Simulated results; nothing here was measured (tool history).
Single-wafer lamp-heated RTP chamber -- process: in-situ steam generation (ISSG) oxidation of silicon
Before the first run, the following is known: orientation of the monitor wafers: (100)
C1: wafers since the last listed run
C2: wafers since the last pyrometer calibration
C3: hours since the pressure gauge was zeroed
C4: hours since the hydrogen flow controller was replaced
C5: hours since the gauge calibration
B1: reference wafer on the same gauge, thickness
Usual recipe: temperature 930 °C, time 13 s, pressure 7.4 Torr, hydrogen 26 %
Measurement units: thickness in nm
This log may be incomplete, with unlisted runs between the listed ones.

Run 1, hour 0: usual settings; C1 0; C2 1618; C3 1690.2; C4 4293.4; C5 1268.8; B1 3.76. Result: thickness 3.893 nm.
Run 2, hour 27.6: usual settings; C1 375; C2 1993; C3 1717.8; C4 4321; C5 1296.4; B1 3.76. Result: thickness 3.905 nm.
Run 3, hour 59.5: usual settings; C1 433; C2 2427; C3 1749.7; C4 4352.9; C5 1328.3; B1 3.76. Result: thickness 3.903 nm.
Run 4, hour 161: usual settings; C1 1379; C2 3806; C3 1851.2; C4 4454.4; C5 1429.8; B1 3.76. Result: thickness 3.925 nm.
At hour 191: pyrometer window cleaned and pyrometer calibrated.
Run 5, hour 204: usual settings; C1 475; C2 175; C3 1894.2; C4 4497.4; C5 1472.8; B1 3.76. Result: thickness 3.875 nm.
Run 6, hour 255.8: usual settings but hydrogen 21 %; C1 703; C2 879; C3 1946; C4 4549.2; C5 1524.6; B1 3.761. Result: thickness 3.673 nm.
Run 7, hour 326.3: usual settings; C1 957; C2 1837; C3 2016.5; C4 4619.7; C5 1595.1; B1 3.76. Result: thickness 3.897 nm.
Run 8, hour 369.1: usual settings; C1 581; C2 2419; C3 2059.3; C4 4662.5; C5 1637.9; B1 3.759. Result: thickness 3.896 nm.
Run 9, hour 405.6: usual settings; C1 495; C2 2915; C3 2095.8; C4 4699; C5 1674.4; B1 3.759. Result: thickness 3.9 nm.
Run 10, hour 464.2: usual settings; C1 796; C2 3711; C3 2154.4; C4 4757.6; C5 1733; B1 3.76. Result: thickness 3.917 nm.
Run 11, hour 497.7: usual settings; C1 455; C2 4166; C3 2187.9; C4 4791.1; C5 1766.5; B1 3.76. Result: thickness 3.921 nm.
At hour 558.1: pyrometer window cleaned and pyrometer calibrated.
Run 12, hour 558.6: usual settings; C1 718; C2 6; C3 2248.8; C4 4852; C5 1827.4; B1 3.759. Result: thickness 3.864 nm.
At hour 589: pressure gauge zeroed.
Run 13, hour 591.8: usual settings; C1 342; C2 349; C3 2.8; C4 4885.2; C5 1860.6; B1 3.759. Result: thickness 3.864 nm.
Run 14, hour 647.4: usual settings but time 16 s; C1 755; C2 1104; C3 58.4; C4 4940.8; C5 1916.2; B1 3.761. Result: thickness 4.186 nm.
At hour 662.9: hydrogen flow controller replaced.
At hour 690.5: gauge calibrated.
Run 15, hour 698.4: usual settings but time 16 s; C1 584; C2 1689; C3 109.4; C4 35.5; C5 7.9; B1 3.76. Result: thickness 4.191 nm.
Run 16, hour 757: usual settings but temperature 916 °C, time 18 s, pressure 6.9 Torr; C1 796; C2 2485; C3 168; C4 94.1; C5 66.5; B1 3.76. Result: thickness 4.219 nm.
Run 17, hour 812.4: usual settings but temperature 948 °C, time 18 s, pressure 6.9 Torr, hydrogen 32 %; C1 752; C2 3237; C3 223.4; C4 149.5; C5 121.9; B1 3.761. Result: thickness 4.894 nm.
Run 18, hour 861: usual settings but temperature 922 °C; C1 660; C2 3898; C3 272; C4 198.1; C5 170.5; B1 3.759. Result: thickness 3.837 nm.
Run 19, hour 917.2: usual settings; C1 763; C2 4661; C3 328.2; C4 254.3; C5 226.7; B1 3.76. Result: thickness 3.941 nm.
At hour 947.6: pyrometer window cleaned and pyrometer calibrated.
Run 20, hour 948.1: usual settings; C1 311; C2 6; C3 359.1; C4 285.2; C5 257.6; B1 3.761. Result: thickness 3.874 nm.
Run 21, hour 1006: usual settings but time 14 s, pressure 8.3 Torr; C1 786; C2 792; C3 417; C4 343.1; C5 315.5; B1 3.759. Result: thickness 3.977 nm.
Run 22, hour 1030.4: usual settings but time 11 s, hydrogen 19 %; C1 331; C2 1124; C3 441.4; C4 367.5; C5 339.9; B1 3.76. Result: thickness 3.371 nm.
Run 23, hour 1091.2: usual settings; C1 826; C2 1950; C3 502.2; C4 428.3; C5 400.7; B1 3.761. Result: thickness 3.895 nm.
Run 24, hour 1132.5: usual settings but time 17 s, hydrogen 32 %; C1 561; C2 2511; C3 543.5; C4 469.6; C5 442; B1 3.76. Result: thickness 4.543 nm.
Run 25, hour 1164.7: usual settings but temperature 936 °C, time 8 s, pressure 6.9 Torr, hydrogen 30 %; C1 437; C2 2949; C3 575.7; C4 501.8; C5 474.2; B1 3.761. Result: thickness 3.497 nm.
Run 26, hour 1226.2: usual settings but hydrogen 32 %; C1 835; C2 3784; C3 637.2; C4 563.3; C5 535.7; B1 3.76. Result: thickness 4.155 nm.
At hour 1293.7: pyrometer window cleaned and pyrometer calibrated.
Run 27, hour 1294.2: usual settings but hydrogen 23 %; C1 815; C2 7; C3 705.2; C4 631.3; C5 603.7; B1 3.76. Result: thickness 3.751 nm.
Run 28, hour 1352: usual settings but temperature 924 °C, time 17 s, pressure 6.9 Torr, hydrogen 32 %; C1 785; C2 792; C3 763; C4 689.1; C5 661.5; B1 3.76. Result: thickness 4.442 nm.
Run 29, hour 1464.2: usual settings but time 10 s, pressure 6.9 Torr, hydrogen 18 %; C1 1524; C2 2316; C3 875.2; C4 801.3; C5 773.7; B1 3.761. Result: thickness 3.217 nm.
Run 30, hour 1516.2: usual settings; C1 706; C2 3023; C3 927.2; C4 853.3; C5 825.7; B1 3.76. Result: thickness 3.914 nm.
Run 31, hour 1586.2: usual settings but time 8 s; C1 951; C2 3974; C3 997.2; C4 923.3; C5 895.7; B1 3.761. Result: thickness 3.33 nm.
Run 32, hour 1647.8: usual settings; C1 836; C2 4811; C3 1058.8; C4 984.9; C5 957.3; B1 3.76. Result: thickness 3.933 nm.

3 options for the next run, each taken on its own from the tool as it stands now. Forecast them:
Run A, hour 1648.2: usual settings but pressure 6.9 Torr; C1 5; C2 4816; C3 1059.2; C4 985.3; C5 957.7; B1 ?. Result: thickness ?.
Run B, hour 1648.2: usual settings but time 17 s; C1 5; C2 4816; C3 1059.2; C4 985.3; C5 957.7; B1 ?. Result: thickness ?.
Run C, hour 1648.2: usual settings but temperature 936 °C, time 12 s; C1 5; C2 4816; C3 1059.2; C4 985.3; C5 957.7; B1 ?. Result: thickness ?.

run     B1  thickness
  A  3.759      3.918
  B  3.759      4.327
  C  3.759      3.873
Take away the tool's hidden state, keep each run's random variation, and the runs would have read:
run  thickness
  A      3.856
  B      4.251
  C      3.813
